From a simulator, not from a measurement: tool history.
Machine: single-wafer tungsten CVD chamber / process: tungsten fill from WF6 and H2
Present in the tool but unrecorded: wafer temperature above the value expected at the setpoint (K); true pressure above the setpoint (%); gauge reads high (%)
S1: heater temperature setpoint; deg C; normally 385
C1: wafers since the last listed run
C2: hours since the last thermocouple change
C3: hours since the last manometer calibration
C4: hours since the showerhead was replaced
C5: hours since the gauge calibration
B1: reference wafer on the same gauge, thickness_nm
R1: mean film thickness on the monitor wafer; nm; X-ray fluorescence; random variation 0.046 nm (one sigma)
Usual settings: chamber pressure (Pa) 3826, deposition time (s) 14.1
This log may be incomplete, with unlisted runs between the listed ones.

Run 1, hour 0.0: usual settings; C1 0; C2 2426.6; C3 2443.4; C4 2986.1; C5 80.7; B1 30.497. Result: R1 31.300 nm.
Run 2, hour 10.5: usual settings; C1 348; C2 2437.1; C3 2453.9; C4 2996.6; C5 91.2; B1 30.494. Result: R1 31.344 nm.
Run 3, hour 17.5: usual settings; C1 232; C2 2444.1; C3 2460.9; C4 3003.6; C5 98.2; B1 30.502. Result: R1 31.383 nm.
Run 4, hour 31.7: usual settings but S1 381 deg C; C1 471; C2 2458.3; C3 2475.1; C4 3017.8; C5 112.4; B1 30.503. Result: R1 28.725 nm.
Run 5, hour 48.2: usual settings; C1 548; C2 2474.8; C3 2491.6; C4 3034.3; C5 128.9; B1 30.500. Result: R1 31.416 nm.
Run 6, hour 61.7: usual settings; C1 448; C2 2488.3; C3 2505.1; C4 3047.8; C5 142.4; B1 30.503. Result: R1 31.352 nm.
Run 7, hour 68.4: usual settings; C1 222; C2 2495.0; C3 2511.8; C4 3054.5; C5 149.1; B1 30.497. Result: R1 31.356 nm.
Run 8, hour 79.3: usual settings; C1 362; C2 2505.9; C3 2522.7; C4 3065.4; C5 160.0; B1 30.488. Result: R1 31.379 nm.
Run 9, hour 90.9: usual settings; C1 385; C2 2517.5; C3 2534.3; C4 3077.0; C5 171.6; B1 30.509. Result: R1 31.278 nm.
Run 10, hour 103.5: usual settings; C1 418; C2 2530.1; C3 2546.9; C4 3089.6; C5 184.2; B1 30.499. Result: R1 31.441 nm.
Run 11, hour 112.8: usual settings; C1 309; C2 2539.4; C3 2556.2; C4 3098.9; C5 193.5; B1 30.505. Result: R1 31.423 nm.
Run 12, hour 127.5: usual settings; C1 488; C2 2554.1; C3 2570.9; C4 3113.6; C5 208.2; B1 30.507. Result: R1 31.459 nm.
At hour 136.9: capacitance manometer re-zeroed and calibrated.
Run 13, hour 144.7: usual settings; C1 305; C2 2571.3; C3 7.8; C4 3130.8; C5 225.4; B1 30.500. Result: R1 32.602 nm.
At hour 160.9: showerhead replaced.
Run 14, hour 161.4: usual settings; C1 289; C2 2588.0; C3 24.5; C4 0.5; C5 242.1; B1 30.501. Result: R1 32.511 nm.
Run 15, hour 167.4: usual settings but S1 381 deg C; C1 199; C2 2594.0; C3 30.5; C4 6.5; C5 248.1; B1 30.508. Result: R1 29.803 nm.
Run 16, hour 174.5: usual settings but S1 396 deg C, chamber pressure (Pa) 4373, deposition time (s) 11.4; C1 235; C2 2601.1; C3 37.6; C4 13.6; C5 255.2; B1 30.495. Result: R1 34.812 nm.
Run 17, hour 181.6: usual settings but S1 378 deg C; C1 235; C2 2608.2; C3 44.7; C4 20.7; C5 262.3; B1 30.491. Result: R1 27.925 nm.
Run 18, hour 189.8: usual settings but S1 380 deg C, chamber pressure (Pa) 2880, deposition time (s) 12.7; C1 272; C2 2616.4; C3 52.9; C4 28.9; C5 270.5; B1 30.501. Result: R1 23.382 nm.
Run 19, hour 202.9: usual settings but S1 372 deg C, chamber pressure (Pa) 3160, deposition time (s) 12.9; C1 435; C2 2629.5; C3 66.0; C4 42.0; C5 283.6; B1 30.504. Result: R1 20.580 nm.
Run 20, hour 215.5: usual settings but S1 373 deg C, chamber pressure (Pa) 4613, deposition time (s) 15.9; C1 418; C2 2642.1; C3 78.6; C4 54.6; C5 296.2; B1 30.503. Result: R1 30.339 nm.
Run 21, hour 226.9: usual settings but S1 393 deg C, chamber pressure (Pa) 3520; C1 378; C2 2653.5; C3 90.0; C4 66.0; C5 307.6; B1 30.501. Result: R1 37.039 nm.
At hour 237.4: gauge calibrated.
Run 22, hour 244.3: usual settings; C1 578; C2 2670.9; C3 107.4; C4 83.4; C5 6.9; B1 30.496. Result: R1 32.311 nm.
Run 23, hour 252.2: usual settings; C1 262; C2 2678.8; C3 115.3; C4 91.3; C5 14.8; B1 30.503. Result: R1 32.454 nm.
At hour 262.5: thermocouple changed; heater temperature recalibrated.
Run 24, hour 269.2: usual settings but chamber pressure (Pa) 4306; C1 299; C2 6.7; C3 132.3; C4 108.3; C5 31.8; B1 30.497. Result: R1 31.678 nm.
Run 25, hour 312.8: usual settings but S1 392 deg C; C1 1448; C2 50.3; C3 175.9; C4 151.9; C5 75.4; B1 30.502. Result: R1 34.990 nm.
Run 26, hour 328.4: usual settings; C1 518; C2 65.9; C3 191.5; C4 167.5; C5 91.0; B1 30.497. Result: R1 30.104 nm.
Run 27, hour 335.5: usual settings but S1 378 deg C, deposition time (s) 15.9; C1 235; C2 73.0; C3 198.6; C4 174.6; C5 98.1; B1 30.507. Result: R1 29.018 nm.

Same runs, no hidden state in the tool, same run-to-run variation:
run      R1
  1  30.547
  2  30.584
  3  30.617
  4  27.994
  5  30.630
  6  30.559
  7  30.559
  8  30.574
  9  30.468
 10  30.619
 11  30.595
 12  30.621
 13  30.680
 14  30.606
 15  28.038
 16  32.897
 17  26.244
 18  22.000
 19  19.323
 20  28.496
 21  35.019
 22  30.468
 23  30.606
 24  32.130
 25  35.501
 26  30.563
 27  29.472
